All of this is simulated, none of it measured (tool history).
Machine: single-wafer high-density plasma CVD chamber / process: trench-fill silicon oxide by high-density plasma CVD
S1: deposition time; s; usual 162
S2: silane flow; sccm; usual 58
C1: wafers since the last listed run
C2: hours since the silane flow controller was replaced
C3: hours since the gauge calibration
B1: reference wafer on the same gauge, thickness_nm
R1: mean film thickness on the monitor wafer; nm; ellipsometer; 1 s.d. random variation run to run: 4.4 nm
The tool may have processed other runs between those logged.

run     day   S1  S2    C1      C2      C3       B1        R1
  1   0.000  162  58     0  2761.3   481.1  881.893   893.736
  2   2.042  162  58   495  2810.3   530.1  879.133   886.187
  3   4.479  162  58   591  2868.8   588.6  880.400   889.432
  4   9.500  162  58  1218  2989.3   709.1  880.066   893.405
  5  11.338  162  58   445  3033.4   753.2  881.713   888.639
  6  12.417  162  58   261  3059.3   779.1  879.126   877.199
  7  13.629  162  58   294  3088.4   808.2  880.597   887.932
  8  15.896  162  58   550  3142.8   862.6  880.989   886.818
  9  17.238  162  58   325  3175.0   894.8  879.602   890.979
     19.788  -- silane flow controller replaced
 10  19.808  162  58   543     0.5   956.5  880.728   847.148
 11  22.004  162  58   532    53.2  1009.2  881.520   849.784
 12  24.092  162  58   506   103.3  1059.3  880.362   861.220
     28.538  -- silane flow controller replaced, repeated, since the last time left the tool worse
 13  28.833  162  58  1069     7.1  1173.1  881.002   922.603
 14  31.071  136  54   543    60.8  1226.8  882.660   719.667
 15  32.450  162  69   334    93.9  1259.9  878.386  1101.529
 16  33.917  162  58   355   129.1  1295.1  880.554   920.520
 17  35.533  175  62   392   167.9  1333.9  878.946  1055.784
 18  38.088  146  52   619   229.2  1395.2  878.151   741.525
     38.242  -- gauge calibrated
 19  39.650  162  64   379   266.7    33.8  880.139  1019.089
 20  40.675  144  62   248   291.3    58.4  880.019   864.640
 21  43.612  151  58   712   361.8   128.9  879.549   854.594
 22  45.000  173  58   336   395.1   162.2  880.158   975.891
 23  47.179  132  62   528   447.4   214.5  878.484   795.791
 24  49.271  191  63   507   497.6   264.7  879.755  1178.085
 25  50.754  162  58   360   533.2   300.3  878.853   916.996
 26  52.596  162  51   446   577.4   344.5  879.172   808.267
 27  54.817  162  58   539   630.7   397.8  879.327   915.009

Each row is a separate what-if for the run after 27, all from the same tool condition, not one after another. Results?
  A  54.833  162  68   4  631.1  398.2   ?   ?
  B  54.833  132  53   4  631.1  398.2   ?   ?
  C  54.833  150  58   4  631.1  398.2   ?   ?
  D  54.833  178  66   4  631.1  398.2   ?   ?

run       B1        R1
  A  877.091  1070.185
  B  877.091   679.649
  C  877.091   845.189
  D  877.091  1141.297
Had the tool no hidden state, the same runs would have come out as:
run        R1
  A  1076.782
  B   683.839
  C   850.400
  D  1148.333
